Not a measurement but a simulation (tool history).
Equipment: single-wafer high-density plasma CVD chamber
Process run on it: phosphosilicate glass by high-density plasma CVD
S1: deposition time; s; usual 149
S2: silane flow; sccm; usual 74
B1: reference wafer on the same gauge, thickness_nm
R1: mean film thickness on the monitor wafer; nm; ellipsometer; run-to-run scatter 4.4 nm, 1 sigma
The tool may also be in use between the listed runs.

{"run": 1, "day": 0.0, "S1": 149, "S2": 74, "B1": 1101.484, "R1": 1060.68}
{"run": 2, "day": 0.821, "S1": 149, "S2": 80, "B1": 1097.23, "R1": 1139.128}
{"run": 3, "day": 1.396, "S1": 163, "S2": 64, "B1": 1099.637, "R1": 1000.35}
{"run": 4, "day": 2.0, "S1": 163, "S2": 64, "B1": 1101.244, "R1": 1002.181}
{"run": 5, "day": 3.217, "S1": 163, "S2": 64, "B1": 1101.221, "R1": 1003.304}
{"run": 6, "day": 4.283, "S1": 149, "S2": 64, "B1": 1099.56, "R1": 908.803}
{"run": 7, "day": 5.379, "S1": 149, "S2": 64, "B1": 1102.689, "R1": 921.077}
{"run": 8, "day": 6.533, "S1": 149, "S2": 74, "B1": 1101.108, "R1": 1051.656}
{"run": 9, "day": 7.325, "S1": 149, "S2": 74, "B1": 1098.691, "R1": 1053.549}
{"run": 10, "day": 8.392, "S1": 149, "S2": 74, "B1": 1099.027, "R1": 1046.462}
{"run": 11, "day": 9.758, "S1": 158, "S2": 68, "B1": 1100.604, "R1": 1022.136}
{"run": 12, "day": 10.521, "S1": 133, "S2": 74, "B1": 1100.67, "R1": 940.404}
{"run": 13, "day": 11.671, "S1": 149, "S2": 67, "B1": 1098.818, "R1": 950.289}
{"run": 14, "day": 13.142, "S1": 149, "S2": 67, "B1": 1101.555, "R1": 950.376}
{"run": 15, "day": 14.067, "S1": 149, "S2": 67, "B1": 1100.01, "R1": 949.751}
{"run": 16, "day": 14.942, "S1": 138, "S2": 65, "B1": 1100.017, "R1": 850.94}
{"run": 17, "day": 15.929, "S1": 138, "S2": 65, "B1": 1101.445, "R1": 849.76}
{"day": 15.942, "done": "gauge calibrated"}
{"run": 18, "day": 16.479, "S1": 149, "S2": 74, "B1": 1101.079, "R1": 1045.342}
{"run": 19, "day": 17.312, "S1": 124, "S2": 74, "B1": 1097.439, "R1": 869.277}
{"run": 20, "day": 20.312, "S1": 149, "S2": 74, "B1": 1099.403, "R1": 1041.597}
{"run": 21, "day": 20.908, "S1": 173, "S2": 81, "B1": 1099.749, "R1": 1328.037}
{"day": 21.858, "done": "silane flow controller replaced"}
{"run": 22, "day": 24.233, "S1": 125, "S2": 68, "B1": 1101.589, "R1": 850.501}
{"run": 23, "day": 25.696, "S1": 158, "S2": 68, "B1": 1098.985, "R1": 1071.938}
{"run": 24, "day": 27.167, "S1": 132, "S2": 74, "B1": 1100.256, "R1": 972.13}
{"run": 25, "day": 27.875, "S1": 177, "S2": 74, "B1": 1098.498, "R1": 1314.179}
{"run": 26, "day": 28.908, "S1": 170, "S2": 79, "B1": 1099.537, "R1": 1349.902}
{"run": 27, "day": 29.858, "S1": 149, "S2": 74, "B1": 1100.269, "R1": 1103.32}
{"run": 28, "day": 30.546, "S1": 140, "S2": 85, "B1": 1100.658, "R1": 1181.574}
{"run": 29, "day": 32.033, "S1": 149, "S2": 74, "B1": 1098.545, "R1": 1099.471}
{"run": 30, "day": 33.158, "S1": 149, "S2": 88, "B1": 1098.322, "R1": 1307.796}
{"run": 31, "day": 33.858, "S1": 138, "S2": 84, "B1": 1102.751, "R1": 1151.688}
{"run": 32, "day": 34.742, "S1": 149, "S2": 86, "B1": 1100.113, "R1": 1274.154}
{"run": 33, "day": 35.396, "S1": 167, "S2": 66, "B1": 1100.95, "R1": 1092.669}
{"run": 34, "day": 36.404, "S1": 171, "S2": 68, "B1": 1100.546, "R1": 1163.811}
{"run": 35, "day": 37.088, "S1": 149, "S2": 74, "B1": 1099.197, "R1": 1097.967}
{"run": 36, "day": 38.288, "S1": 157, "S2": 63, "B1": 1100.826, "R1": 982.038}

What does the tool deliver on the next run?
{"run": 37, "day": 39.329, "S1": 169, "S2": 60, "B1": "?", "R1": "?"}

Run 37 yielded B1 1098.247, R1 1004.408 nm.
Minus the tool's unlogged condition, the same run would have read R1 1017.2 nm.
